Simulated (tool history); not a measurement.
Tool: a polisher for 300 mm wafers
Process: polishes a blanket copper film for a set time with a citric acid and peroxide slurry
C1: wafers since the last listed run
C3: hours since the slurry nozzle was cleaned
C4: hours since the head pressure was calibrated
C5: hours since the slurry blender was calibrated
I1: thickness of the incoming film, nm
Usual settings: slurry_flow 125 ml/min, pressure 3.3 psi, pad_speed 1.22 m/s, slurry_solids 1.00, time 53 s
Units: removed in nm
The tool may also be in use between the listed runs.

run 1 hour=0.0 | slurry_flow=125 pressure=2.5 pad_speed=1.22 slurry_solids=1.00 time=53 | C1=0 wafers_polished_on_this_pad=3676 C3=533.6 C4=161.6 C5=293.3 | I1=1022.1 | removed=119.3
run 2 hour=92.1 | slurry_flow=125 pressure=3.3 pad_speed=1.22 slurry_solids=1.00 time=53 | C1=607 wafers_polished_on_this_pad=4284 C3=625.7 C4=253.7 C5=385.4 | I1=1035.6 | removed=164.1
run 3 hour=197.2 | slurry_flow=110 pressure=3.3 pad_speed=1.22 slurry_solids=1.00 time=53 | C1=693 wafers_polished_on_this_pad=4977 C3=730.8 C4=358.8 C5=490.5 | I1=1012.9 | removed=153.5
-- hour=237.8 worn pad replaced by a new one
run 4 hour=268.3 | slurry_flow=110 pressure=3.3 pad_speed=1.22 slurry_solids=1.00 time=53 | C1=442 wafers_polished_on_this_pad=201 C3=801.9 C4=429.9 C5=561.6 | I1=1034.2 | removed=155.1
-- hour=331.2 slurry nozzle cleaned
run 5 hour=352.5 | slurry_flow=110 pressure=3.3 pad_speed=1.22 slurry_solids=1.00 time=53 | C1=549 wafers_polished_on_this_pad=750 C3=21.3 C4=514.1 C5=645.8 | I1=1047.3 | removed=173.5
run 6 hour=443.8 | slurry_flow=125 pressure=3.3 pad_speed=1.22 slurry_solids=1.15 time=44 | C1=602 wafers_polished_on_this_pad=1353 C3=112.6 C4=605.4 C5=737.1 | I1=1038.4 | removed=152.4
-- hour=469.0 slurry blender recalibrated
run 7 hour=487.3 | slurry_flow=125 pressure=3.3 pad_speed=1.22 slurry_solids=1.00 time=53 | C1=273 wafers_polished_on_this_pad=1627 C3=156.1 C4=648.9 C5=18.3 | I1=1051.2 | removed=175.9
run 8 hour=585.3 | slurry_flow=125 pressure=3.3 pad_speed=1.22 slurry_solids=1.00 time=53 | C1=646 wafers_polished_on_this_pad=2273 C3=254.1 C4=746.9 C5=116.3 | I1=1031.3 | removed=173.7
run 9 hour=630.3 | slurry_flow=125 pressure=3.8 pad_speed=1.22 slurry_solids=1.00 time=53 | C1=296 wafers_polished_on_this_pad=2570 C3=299.1 C4=791.9 C5=161.3 | I1=1040.7 | removed=202.1
-- hour=638.2 head pressure recalibrated
run 10 hour=714.7 | slurry_flow=125 pressure=3.3 pad_speed=1.22 slurry_solids=1.00 time=53 | C1=543 wafers_polished_on_this_pad=3114 C3=383.5 C4=76.5 C5=245.7 | I1=1027.2 | removed=162.0
run 11 hour=775.8 | slurry_flow=125 pressure=2.5 pad_speed=1.22 slurry_solids=1.10 time=53 | C1=403 wafers_polished_on_this_pad=3517 C3=444.6 C4=137.6 C5=306.8 | I1=1033.5 | removed=125.7
-- hour=863.3 worn pad replaced by a new one
run 12 hour=878.2 | slurry_flow=125 pressure=3.3 pad_speed=1.22 slurry_solids=0.90 time=53 | C1=649 wafers_polished_on_this_pad=98 C3=547.0 C4=240.0 C5=409.2 | I1=1021.1 | removed=162.7
run 13 hour=920.0 | slurry_flow=125 pressure=2.4 pad_speed=0.90 slurry_solids=1.00 time=69 | C1=275 wafers_polished_on_this_pad=373 C3=588.8 C4=281.8 C5=451.0 | I1=1018.4 | removed=134.7
run 14 hour=957.7 | slurry_flow=125 pressure=3.3 pad_speed=1.22 slurry_solids=1.00 time=53 | C1=248 wafers_polished_on_this_pad=622 C3=626.5 C4=319.5 C5=488.7 | I1=1035.0 | removed=166.3
run 15 hour=1042.0 | slurry_flow=90 pressure=3.3 pad_speed=1.22 slurry_solids=1.00 time=53 | C1=556 wafers_polished_on_this_pad=1179 C3=710.8 C4=403.8 C5=573.0 | I1=1030.6 | removed=148.7
run 16 hour=1117.6 | slurry_flow=125 pressure=3.3 pad_speed=1.22 slurry_solids=1.00 time=36 | C1=498 wafers_polished_on_this_pad=1678 C3=786.4 C4=479.4 C5=648.6 | I1=1022.3 | removed=116.5
-- hour=1158.6 slurry blender recalibrated
-- hour=1221.6 slurry nozzle cleaned
run 17 hour=1222.9 | slurry_flow=125 pressure=3.3 pad_speed=1.22 slurry_solids=1.00 time=53 | C1=675 wafers_polished_on_this_pad=2353 C3=1.3 C4=584.7 C5=64.3 | I1=1023.6 | removed=182.6
-- hour=1292.4 head pressure recalibrated
run 18 hour=1298.0 | slurry_flow=85 pressure=3.3 pad_speed=1.22 slurry_solids=1.00 time=35 | C1=482 wafers_polished_on_this_pad=2835 C3=76.4 C4=5.6 C5=139.4 | I1=1052.0 | removed=93.2
run 19 hour=1370.6 | slurry_flow=125 pressure=2.5 pad_speed=1.22 slurry_solids=1.10 time=53 | C1=479 wafers_polished_on_this_pad=3314 C3=149.0 C4=78.2 C5=212.0 | I1=1034.4 | removed=128.3
run 20 hour=1465.3 | slurry_flow=125 pressure=3.3 pad_speed=1.22 slurry_solids=1.00 time=53 | C1=625 wafers_polished_on_this_pad=3939 C3=243.7 C4=172.9 C5=306.7 | I1=1013.6 | removed=165.9
-- hour=1593.1 worn pad replaced by a new one
run 21 hour=1593.6 | slurry_flow=100 pressure=3.8 pad_speed=1.22 slurry_solids=1.00 time=47 | C1=820 wafers_polished_on_this_pad=3 C3=372.0 C4=301.2 C5=435.0 | I1=1025.1 | removed=158.4
run 22 hour=1681.4 | slurry_flow=85 pressure=3.3 pad_speed=1.22 slurry_solids=1.00 time=53 | C1=579 wafers_polished_on_this_pad=582 C3=459.8 C4=389.0 C5=522.8 | I1=1034.8 | removed=145.1
run 23 hour=1758.5 | slurry_flow=125 pressure=2.7 pad_speed=1.04 slurry_solids=1.00 time=37 | C1=508 wafers_polished_on_this_pad=1091 C3=536.9 C4=466.1 C5=599.9 | I1=1032.5 | removed=86.1
run 24 hour=1830.1 | slurry_flow=125 pressure=3.3 pad_speed=1.22 slurry_solids=1.00 time=53 | C1=472 wafers_polished_on_this_pad=1564 C3=608.5 C4=537.7 C5=671.5 | I1=1027.9 | removed=170.6
-- hour=1865.8 slurry blender recalibrated
run 25 hour=1892.8 | slurry_flow=125 pressure=3.3 pad_speed=1.22 slurry_solids=1.00 time=53 | C1=400 wafers_polished_on_this_pad=1964 C3=671.2 C4=600.4 C5=27.0 | I1=1029.7 | removed=167.5
run 26 hour=1981.7 | slurry_flow=125 pressure=3.6 pad_speed=1.50 slurry_solids=1.00 time=53 | C1=586 wafers_polished_on_this_pad=2551 C3=760.1 C4=689.3 C5=115.9 | I1=1027.9 | removed=205.6
-- hour=2005.7 slurry nozzle cleaned
-- hour=2009.3 head pressure recalibrated
run 27 hour=2046.5 | slurry_flow=140 pressure=4.2 pad_speed=1.22 slurry_solids=0.80 time=48 | C1=407 wafers_polished_on_this_pad=2959 C3=40.8 C4=37.2 C5=180.7 | I1=1015.8 | removed=185.2
run 28 hour=2118.3 | slurry_flow=90 pressure=2.6 pad_speed=1.22 slurry_solids=1.20 time=48 | C1=473 wafers_polished_on_this_pad=3433 C3=112.6 C4=109.0 C5=252.5 | I1=1032.3 | removed=110.7
run 29 hour=2222.4 | slurry_flow=125 pressure=3.3 pad_speed=0.88 slurry_solids=0.85 time=53 | C1=687 wafers_polished_on_this_pad=4120 C3=216.7 C4=213.1 C5=356.6 | I1=1016.1 | removed=135.2

5 ways to go on from here, each from the tool as it stands after run 29. What would each give?
run A hour=2222.8 | slurry_flow=125 pressure=3.3 pad_speed=1.22 slurry_solids=1.00 time=70 | C1=2 wafers_polished_on_this_pad=4123 C3=217.1 C4=213.5 C5=357.0 | I1=1042.3 | removed=?
run B hour=2222.8 | slurry_flow=145 pressure=4.4 pad_speed=1.42 slurry_solids=1.15 time=53 | C1=2 wafers_polished_on_this_pad=4123 C3=217.1 C4=213.5 C5=357.0 | I1=1042.3 | removed=?
run C hour=2222.8 | slurry_flow=125 pressure=3.3 pad_speed=1.22 slurry_solids=1.30 time=66 | C1=2 wafers_polished_on_this_pad=4123 C3=217.1 C4=213.5 C5=357.0 | I1=1042.3 | removed=?
run D hour=2222.8 | slurry_flow=125 pressure=3.3 pad_speed=1.22 slurry_solids=1.00 time=47 | C1=2 wafers_polished_on_this_pad=4123 C3=217.1 C4=213.5 C5=357.0 | I1=1042.3 | removed=?
run E hour=2222.8 | slurry_flow=90 pressure=2.7 pad_speed=0.88 slurry_solids=0.75 time=53 | C1=2 wafers_polished_on_this_pad=4123 C3=217.1 C4=213.5 C5=357.0 | I1=1042.3 | removed=?

run=A removed=224.1
run=B removed=263.4
run=C removed=220.2
run=D removed=150.5
run=E removed=99.5
Without the tool's hidden state the same runs would have given:
run=A removed=222.8
run=B removed=260.0
run=C removed=218.8
run=D removed=149.6
run=E removed=100.7
